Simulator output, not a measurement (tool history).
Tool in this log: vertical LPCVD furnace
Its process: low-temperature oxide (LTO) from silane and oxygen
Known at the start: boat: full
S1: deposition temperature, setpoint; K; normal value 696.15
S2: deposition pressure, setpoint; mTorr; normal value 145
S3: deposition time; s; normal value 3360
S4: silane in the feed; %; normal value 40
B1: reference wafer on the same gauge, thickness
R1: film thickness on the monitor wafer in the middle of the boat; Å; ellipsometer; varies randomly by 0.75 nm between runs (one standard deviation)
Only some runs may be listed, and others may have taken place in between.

Run 1, hour 0.0: usual settings; B1 368.89. Result: R1 4017.6 Å.
At hour 2.5: gauge calibrated.
Run 2, hour 14.9: usual settings; B1 369.10. Result: R1 4019.3 Å.
Run 3, hour 22.4: usual settings; B1 368.90. Result: R1 4013.0 Å.
Run 4, hour 29.3: usual settings; B1 369.08. Result: R1 4012.5 Å.
Run 5, hour 36.3: usual settings but S4 35 %; B1 369.03. Result: R1 3426.1 Å.
Run 6, hour 53.0: usual settings but S4 35 %; B1 369.15. Result: R1 3434.4 Å.
Run 7, hour 66.4: usual settings but S4 37 %; B1 369.09. Result: R1 3676.2 Å.
Run 8, hour 79.0: usual settings but S4 37 %; B1 369.05. Result: R1 3685.7 Å.
Run 9, hour 97.7: usual settings; B1 368.94. Result: R1 4041.6 Å.
At hour 122.0: silane flow controller replaced.
Run 10, hour 122.5: usual settings but S3 3690 s; B1 369.09. Result: R1 4431.4 Å.
Run 11, hour 132.4: usual settings but S3 3690 s; B1 369.26. Result: R1 4424.3 Å.
Run 12, hour 147.2: usual settings but S3 3690 s; B1 369.03. Result: R1 4435.6 Å.
Run 13, hour 165.7: usual settings but S1 688.15 K, S2 120 mTorr; B1 368.91. Result: R1 3092.3 Å.
Run 14, hour 179.2: usual settings but S1 704.15 K, S3 2280 s; B1 368.94. Result: R1 2965.5 Å.
Run 15, hour 225.1: usual settings but S4 38 %; B1 369.17. Result: R1 3835.0 Å.
Run 16, hour 242.1: usual settings but S3 3960 s; B1 368.94. Result: R1 4783.2 Å.
At hour 265.0: gauge calibrated.
At hour 279.1: thermocouples replaced and temperature profile calibrated.
At hour 288.7: pressure gauge zeroed.
Run 17, hour 289.2: usual settings but S1 707.15 K, S2 110 mTorr, S3 2400 s; B1 369.11. Result: R1 2329.8 Å.
Run 18, hour 293.8: usual settings but S1 686.15 K; B1 368.94. Result: R1 3492.4 Å.
Run 19, hour 300.4: usual settings; B1 368.96. Result: R1 3871.9 Å.
Run 20, hour 316.0: usual settings; B1 369.09. Result: R1 3857.6 Å.
Run 21, hour 325.5: usual settings but S2 120 mTorr, S4 37 %; B1 368.96. Result: R1 2923.8 Å.
Run 22, hour 344.4: usual settings; B1 369.17. Result: R1 3874.9 Å.
Run 23, hour 352.2: usual settings but S1 705.15 K, S2 155 mTorr, S3 2430 s, S4 46 %; B1 369.17. Result: R1 3752.4 Å.

Run 24 comes next. What will it give?
Run 24, hour 359.4: usual settings but S1 686.15 K; B1 ?. Result: R1 ?.

Logged for run 24: B1 368.91, R1 3494.3 Å.
Take away the tool's hidden state, keep the run-to-run variation as it was, and the same run would have given R1 3480.7 Å.
